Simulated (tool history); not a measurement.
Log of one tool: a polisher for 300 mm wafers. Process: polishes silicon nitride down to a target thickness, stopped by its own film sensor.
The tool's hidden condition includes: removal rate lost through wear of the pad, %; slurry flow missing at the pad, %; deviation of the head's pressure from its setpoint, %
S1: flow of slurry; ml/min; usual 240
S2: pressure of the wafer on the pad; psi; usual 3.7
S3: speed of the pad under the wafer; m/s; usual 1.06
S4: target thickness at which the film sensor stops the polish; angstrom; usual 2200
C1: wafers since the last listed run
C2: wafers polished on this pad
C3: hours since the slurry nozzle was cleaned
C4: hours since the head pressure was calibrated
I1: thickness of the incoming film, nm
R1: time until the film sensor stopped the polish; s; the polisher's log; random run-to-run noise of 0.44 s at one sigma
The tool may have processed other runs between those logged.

{"run": 1, "hour": 0.0, "S1": 240, "S2": 3.7, "S3": 1.06, "S4": 2320, "C1": 0, "C2": 374, "C3": 20.7, "C4": 858.5, "I1": 355.9, "R1": 46.8}
{"run": 2, "hour": 24.2, "S1": 240, "S2": 3.7, "S3": 1.06, "S4": 2320, "C1": 183, "C2": 557, "C3": 44.9, "C4": 882.7, "I1": 352.8, "R1": 45.7}
{"hour": 37.8, "done": "worn pad replaced by a new one"}
{"run": 3, "hour": 40.5, "S1": 240, "S2": 3.7, "S3": 1.06, "S4": 2320, "C1": 93, "C2": 20, "C3": 61.2, "C4": 899, "I1": 352.4, "R1": 45.7}
{"run": 4, "hour": 72.6, "S1": 240, "S2": 3.7, "S3": 1.06, "S4": 2200, "C1": 243, "C2": 263, "C3": 93.3, "C4": 931.1, "I1": 344.5, "R1": 47.3}
{"hour": 118.3, "done": "worn pad replaced by a new one"}
{"hour": 153.1, "done": "slurry nozzle cleaned"}
{"run": 5, "hour": 163.4, "S1": 240, "S2": 3.7, "S3": 1.06, "S4": 2200, "C1": 649, "C2": 333, "C3": 10.3, "C4": 1021.9, "I1": 355.3, "R1": 50.9}
{"run": 6, "hour": 194.1, "S1": 240, "S2": 3.7, "S3": 1.06, "S4": 2200, "C1": 232, "C2": 566, "C3": 41, "C4": 1052.6, "I1": 348.1, "R1": 47.6}
{"hour": 216.2, "done": "worn pad replaced by a new one"}
{"run": 7, "hour": 223.2, "S1": 310, "S2": 3.7, "S3": 1.06, "S4": 2200, "C1": 190, "C2": 53, "C3": 70.1, "C4": 1081.7, "I1": 352.9, "R1": 48.7}
{"run": 8, "hour": 249.5, "S1": 310, "S2": 3.7, "S3": 1.06, "S4": 2200, "C1": 199, "C2": 252, "C3": 96.4, "C4": 1108, "I1": 352.2, "R1": 48.3}
{"hour": 259.0, "done": "head pressure recalibrated"}
{"run": 9, "hour": 267.0, "S1": 240, "S2": 3.7, "S3": 1.06, "S4": 2200, "C1": 117, "C2": 369, "C3": 113.9, "C4": 8, "I1": 354, "R1": 54.7}
{"run": 10, "hour": 280.3, "S1": 240, "S2": 3.7, "S3": 1.06, "S4": 2200, "C1": 100, "C2": 470, "C3": 127.2, "C4": 21.3, "I1": 346.7, "R1": 51.8}
{"hour": 298.1, "done": "worn pad replaced by a new one"}
{"run": 11, "hour": 315.7, "S1": 240, "S2": 3.7, "S3": 1.06, "S4": 2200, "C1": 237, "C2": 133, "C3": 162.6, "C4": 56.7, "I1": 357.6, "R1": 56.3}
{"hour": 338.5, "done": "slurry nozzle cleaned"}
{"run": 12, "hour": 345.4, "S1": 240, "S2": 3.7, "S3": 1.06, "S4": 2200, "C1": 217, "C2": 350, "C3": 6.9, "C4": 86.4, "I1": 352.3, "R1": 53.3}
{"run": 13, "hour": 366.0, "S1": 200, "S2": 3.7, "S3": 0.78, "S4": 2200, "C1": 156, "C2": 506, "C3": 27.5, "C4": 107, "I1": 344.3, "R1": 60.7}
{"run": 14, "hour": 396.1, "S1": 240, "S2": 3.7, "S3": 0.84, "S4": 2200, "C1": 228, "C2": 734, "C3": 57.6, "C4": 137.1, "I1": 344.9, "R1": 58.6}
{"hour": 406.6, "done": "worn pad replaced by a new one"}
{"run": 15, "hour": 408.7, "S1": 240, "S2": 3.7, "S3": 1.06, "S4": 2470, "C1": 65, "C2": 15, "C3": 70.2, "C4": 149.7, "I1": 349.7, "R1": 41.4}
{"run": 16, "hour": 430.8, "S1": 185, "S2": 3.7, "S3": 1.06, "S4": 1850, "C1": 167, "C2": 183, "C3": 92.3, "C4": 171.8, "I1": 352.7, "R1": 69.2}
{"run": 17, "hour": 449.1, "S1": 240, "S2": 3.7, "S3": 0.82, "S4": 1840, "C1": 138, "C2": 321, "C3": 110.6, "C4": 190.1, "I1": 349.4, "R1": 77.4}
{"run": 18, "hour": 472.8, "S1": 215, "S2": 4.9, "S3": 1.38, "S4": 2050, "C1": 179, "C2": 501, "C3": 134.3, "C4": 213.8, "I1": 348.7, "R1": 37.5}

Forecast each of these 3 alternatives for the next run:
{"run": "A", "hour": 473.2, "S1": 240, "S2": 3.7, "S3": 0.88, "S4": 2200, "C1": 3, "C2": 504, "C3": 134.7, "C4": 214.2, "I1": 346.9, "R1": "?"}
{"run": "B", "hour": 473.2, "S1": 215, "S2": 3.7, "S3": 1.44, "S4": 1750, "C1": 3, "C2": 504, "C3": 134.7, "C4": 214.2, "I1": 346.9, "R1": "?"}
{"run": "C", "hour": 473.2, "S1": 220, "S2": 4.7, "S3": 0.7, "S4": 1970, "C1": 3, "C2": 504, "C3": 134.7, "C4": 214.2, "I1": 346.9, "R1": "?"}

run=A R1=56.2
run=B R1=57.4
run=C R1=59.5
Take away the tool's hidden state, keep each run's random variation, and the runs would have read:
run=A R1=58
run=B R1=59.3
run=C R1=61.4

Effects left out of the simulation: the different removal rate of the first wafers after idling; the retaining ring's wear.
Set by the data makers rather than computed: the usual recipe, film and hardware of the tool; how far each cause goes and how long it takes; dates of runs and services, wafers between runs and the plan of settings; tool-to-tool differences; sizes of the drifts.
